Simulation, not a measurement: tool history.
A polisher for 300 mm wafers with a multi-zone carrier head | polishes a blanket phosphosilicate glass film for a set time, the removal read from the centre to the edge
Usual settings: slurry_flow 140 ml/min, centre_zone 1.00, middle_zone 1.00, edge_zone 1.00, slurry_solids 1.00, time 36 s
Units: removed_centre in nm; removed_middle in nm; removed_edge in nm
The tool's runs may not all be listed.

| run | hour | slurry_flow | centre_zone | middle_zone | edge_zone | slurry_solids | time | incoming thickness of the incoming film, nm | removed_centre | removed_middle | removed_edge |
|---|---|---|---|---|---|---|---|---|---|---|---|
| 1 | 0.0 | 140 | 1.00 | 1.00 | 1.00 | 1.00 | 36 | 3887.7 | 449.2 | 417.1 | 419.1 |
| 2 | 21.3 | 140 | 1.00 | 1.00 | 1.00 | 1.00 | 36 | 3920.4 | 444.0 | 408.0 | 420.8 |
| 3 | 42.9 | 140 | 1.00 | 1.00 | 1.00 | 1.00 | 36 | 3950.4 | 439.3 | 400.5 | 415.7 |
| 4 | 77.8 | 140 | 1.00 | 1.00 | 1.00 | 1.00 | 36 | 3934.9 | 432.3 | 391.1 | 401.9 |
| 5 | 91.3 | 140 | 1.08 | 1.00 | 0.88 | 1.00 | 36 | 3935.1 | 470.2 | 392.0 | 380.3 |
|  | 95.7 | slurry nozzle cleaned |
|  | 108.1 | carrier head's membrane replaced by a new one |
| 6 | 114.0 | 140 | 1.00 | 1.00 | 1.00 | 1.00 | 36 | 3935.8 | 428.5 | 384.9 | 395.0 |
|  | 120.5 | worn pad replaced by a new one |
| 7 | 136.5 | 140 | 0.89 | 1.00 | 1.00 | 1.00 | 36 | 3911.0 | 412.2 | 420.3 | 417.8 |
| 8 | 154.7 | 140 | 1.00 | 1.00 | 1.00 | 1.10 | 27 | 3896.6 | 352.5 | 319.4 | 326.3 |
| 9 | 176.2 | 140 | 1.00 | 1.00 | 1.00 | 1.00 | 36 | 3994.7 | 447.6 | 407.1 | 411.2 |
|  | 184.7 | edge zone pressure recalibrated |
| 10 | 196.3 | 140 | 1.00 | 1.00 | 1.00 | 1.00 | 36 | 3938.4 | 447.1 | 403.4 | 414.5 |
| 11 | 213.2 | 140 | 1.00 | 1.00 | 1.00 | 1.00 | 36 | 3961.8 | 440.4 | 399.2 | 407.4 |
| 12 | 241.5 | 140 | 1.06 | 1.00 | 1.00 | 1.00 | 36 | 3989.3 | 478.1 | 390.1 | 399.9 |
|  | 251.5 | centre zone pressure recalibrated |
| 13 | 269.1 | 140 | 1.00 | 0.89 | 0.90 | 1.00 | 36 | 3972.2 | 391.2 | 347.7 | 383.3 |
|  | 274.2 | worn pad replaced by a new one |
| 14 | 296.1 | 125 | 1.00 | 1.00 | 1.00 | 0.90 | 36 | 3856.7 | 393.5 | 384.7 | 401.6 |
| 15 | 318.5 | 140 | 1.03 | 1.00 | 1.00 | 0.80 | 31 | 3996.1 | 337.6 | 330.5 | 333.2 |
| 16 | 332.1 | 140 | 1.00 | 1.00 | 1.00 | 1.00 | 36 | 3888.9 | 415.7 | 409.9 | 412.6 |
| 17 | 360.5 | 140 | 1.00 | 1.00 | 1.10 | 1.00 | 36 | 3945.4 | 405.0 | 392.2 | 421.4 |
| 18 | 374.8 | 140 | 1.00 | 0.93 | 1.12 | 0.85 | 29 | 3919.3 | 309.4 | 286.1 | 318.4 |
| 19 | 388.4 | 140 | 1.00 | 0.96 | 1.00 | 1.25 | 45 | 3980.4 | 554.3 | 514.9 | 546.2 |
|  | 403.4 | worn pad replaced by a new one |
| 20 | 417.5 | 180 | 1.11 | 0.93 | 1.00 | 0.80 | 36 | 3948.5 | 461.9 | 380.1 | 407.6 |

Measured less the same run without the tool's hidden state. The same run-to-run variation is in both; the gauge's scatter may not be:
The hidden state here: removal rate lost through wear of the pad, %; slurry flow missing at the pad, %; deviation of the centre zone's pressure from its setpoint, %; deviation of the edge zone's pressure from its setpoint, %.
| run | removed_centre | removed_middle | removed_edge |
|---|---|---|---|
| 1 | +20.7 | -11.5 | -11.4 |
| 2 | +16.2 | -16.1 | -16.4 |
| 3 | +11.7 | -20.8 | -21.4 |
| 4 | +4.3 | -28.5 | -29.1 |
| 5 | +1.4 | -31.8 | -30.7 |
| 6 | -3.4 | -36.6 | -37.4 |
| 7 | +26.7 | -8.0 | -7.8 |
| 8 | +19.8 | -9.3 | -9.3 |
| 9 | +20.8 | -16.8 | -16.7 |
| 10 | +16.6 | -21.3 | -21.7 |
| 11 | +12.9 | -25.1 | -25.4 |
| 12 | +7.4 | -31.3 | -31.8 |
| 13 | -42.9 | -33.6 | -37.1 |
| 14 | -10.4 | -6.4 | -6.7 |
| 15 | -12.4 | -9.6 | -9.7 |
| 16 | -18.1 | -15.1 | -15.2 |
| 17 | -23.2 | -20.8 | -22.5 |
| 18 | -20.0 | -17.6 | -19.6 |
| 19 | -39.7 | -36.0 | -38.1 |
| 20 | -5.0 | -4.4 | -4.7 |
